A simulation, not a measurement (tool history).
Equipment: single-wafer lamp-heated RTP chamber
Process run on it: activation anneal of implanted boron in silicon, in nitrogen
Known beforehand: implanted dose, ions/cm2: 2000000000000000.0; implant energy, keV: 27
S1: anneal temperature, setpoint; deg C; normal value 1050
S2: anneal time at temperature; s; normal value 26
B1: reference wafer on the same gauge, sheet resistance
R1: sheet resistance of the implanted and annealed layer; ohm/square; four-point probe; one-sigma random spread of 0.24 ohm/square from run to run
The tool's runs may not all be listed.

run	hour	S1	S2	B1	R1
1	0	1050	26	65.19	61.55
2	39.3	1050	26	65.23	60.65
3	63.4	1050	26	65.21	60.8
4	115.6	1050	26	65.19	61.01
5	158.6	1050	32	65.13	60.84
6	217.6	1050	32	65.2	60.48
7	272.1	1050	32	65.27	60.62
8	319.1	1050	26	65.23	60.83
# hour 396.3: pyrometer window cleaned and pyrometer calibrated
9	396.8	1050	26	65.2	60.69
10	420.4	1033	26	65.21	62.53
# hour 435.6: reflector plate cleaned
11	461.5	1065	26	65.22	60
12	486.4	1065	26	65.22	60.29
13	549.3	1065	26	65.21	60.46
14	605	1050	26	65.14	61.11
15	657.9	1050	26	65.18	61.27
16	684.9	1050	26	65.2	61.84
17	709.6	1050	26	65.17	61.47
18	736.8	1037	34	65.17	62.26
19	768.3	1058	37	65.21	59.95
20	833.5	1026	15	65.24	65.38
21	861.2	1063	39	65.24	59.23
# hour 871.8: gauge calibrated
22	913.2	1050	26	65.19	61.34
23	958	1063	38	65.18	59.47
24	1017.2	1031	16	65.17	64.11
25	1078.1	1050	26	65.2	60.97
# hour 1090.5: pyrometer window cleaned and pyrometer calibrated
26	1118.2	1079	34	65.2	58.31
27	1147.3	1039	40	65.22	61.41
28	1174.5	1079	12	65.25	60.56
29	1243.9	1050	32	65.2	60.69
30	1277.2	1075	37	65.21	59
31	1310.9	1050	32	65.17	61.04
# hour 1342.8: reflector plate cleaned
32	1361.4	1059	11	65.23	62.92
33	1426.4	1050	13	65.24	62.82
34	1494.5	1071	34	65.2	59.19
35	1525.6	1030	16	65.16	65.4
36	1575.8	1050	41	65.2	60.84

5 options for the next run, each taken on its own from the tool as it stands now. Forecast them:
A	1576.2	1050	26	?	?
B	1576.2	1040	11	?	?
C	1576.2	1023	15	?	?
D	1576.2	1075	19	?	?
E	1576.2	1061	32	?	?

run	B1	R1
A	65.23	61.4
B	65.23	64.16
C	65.23	66.01
D	65.23	60.16
E	65.23	60.04
The same runs, with their run-to-run variation unchanged, on a tool lacking any hidden condition would have given:
run	R1
A	61.94
B	64.85
C	66.92
D	60.44
E	60.46
